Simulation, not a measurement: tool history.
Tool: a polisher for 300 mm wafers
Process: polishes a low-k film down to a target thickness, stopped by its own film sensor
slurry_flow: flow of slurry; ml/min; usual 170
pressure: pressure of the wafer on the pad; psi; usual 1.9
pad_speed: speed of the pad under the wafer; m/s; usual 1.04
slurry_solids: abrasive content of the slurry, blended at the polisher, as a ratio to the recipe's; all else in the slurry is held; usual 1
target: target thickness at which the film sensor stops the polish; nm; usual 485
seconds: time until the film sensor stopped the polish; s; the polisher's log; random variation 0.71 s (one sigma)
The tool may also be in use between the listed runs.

run,hour,slurry_flow,pressure,pad_speed,slurry_solids,target,"incoming thickness of the incoming film, nm",seconds
1,0,130,1.9,1.04,1,485,509.5,60.3
2,37,130,1.9,1.04,1,485,503.8,48.6
3,81.7,140,1.9,1.04,1,485,509.5,63.3
4,141.9,140,1.9,1.04,1,485,506.3,56.6
# hour 158.4: slurry nozzle cleaned
# hour 165.8: conditioning disc replaced and pad reconditioned
5,188.1,140,1.9,1.04,1,485,516.2,73.9
# hour 197.5: worn pad replaced by a new one
# hour 237.3: slurry blender recalibrated
6,367.4,170,1.9,1.04,1,485,501.5,39.3
7,426.7,170,1.9,1.04,1,485,506.8,54.2
8,463.9,170,1.9,1.04,1,485,507.1,55.9
# hour 473.3: conditioning disc replaced and pad reconditioned
# hour 478.7: slurry nozzle cleaned
# hour 499.5: worn pad replaced by a new one
# hour 540: slurry blender recalibrated
9,555,170,1.9,1.04,1,485,502.6,41.6
10,660.2,170,1.9,1.04,1,485,500.7,37.8
# hour 717.7: head pressure recalibrated
11,737.4,135,1.9,1.04,1,488,511.4,62.4
# hour 744.5: conditioning disc replaced and pad reconditioned
# hour 784.3: slurry nozzle cleaned
# hour 795.6: worn pad replaced by a new one
# hour 827: slurry blender recalibrated
12,830.9,135,1.9,1.04,0.85,485,507.4,62.2
13,900.3,170,1.9,1.04,1,485,512,64.6
14,992.6,190,1.9,1.04,0.8,485,508,68
# hour 1029.7: conditioning disc replaced and pad reconditioned
15,1060.7,205,1.9,1.04,1,485,503.8,47.3
# hour 1088.4: slurry nozzle cleaned
# hour 1112.5: worn pad replaced by a new one
# hour 1157.4: slurry blender recalibrated
16,1164.2,170,1.4,1.04,1,485,502.9,51.7
17,1261.5,170,1.9,1.04,1,485,510.2,60.4
# hour 1350.8: conditioning disc replaced and pad reconditioned
18,1351.3,170,1.7,1.04,1.15,485,505.7,52.4
# hour 1421.1: slurry nozzle cleaned
19,1424,230,2.5,0.78,1.25,485,512.4,55.1
# hour 1432.2: worn pad replaced by a new one
# hour 1445.5: head pressure recalibrated
20,1461.1,110,1.9,1.04,1,479,517.1,97.8
# hour 1490.7: slurry blender recalibrated
21,1518,170,1.9,0.84,1,491,509.8,52.7

3 ways to go on from here, each from the tool as it stands after run 21. What would each give?
A,1518.4,215,1.9,1.04,1,485,518.4,?
B,1518.4,190,1.7,1.04,1,477,518.4,?
C,1518.4,170,2.1,1.04,1.1,485,518.4,?

run,seconds
A,75.5
B,101.8
C,69.5
Without the tool's hidden state the same runs would have given:
run,seconds
A,73.2
B,98.4
C,66.9
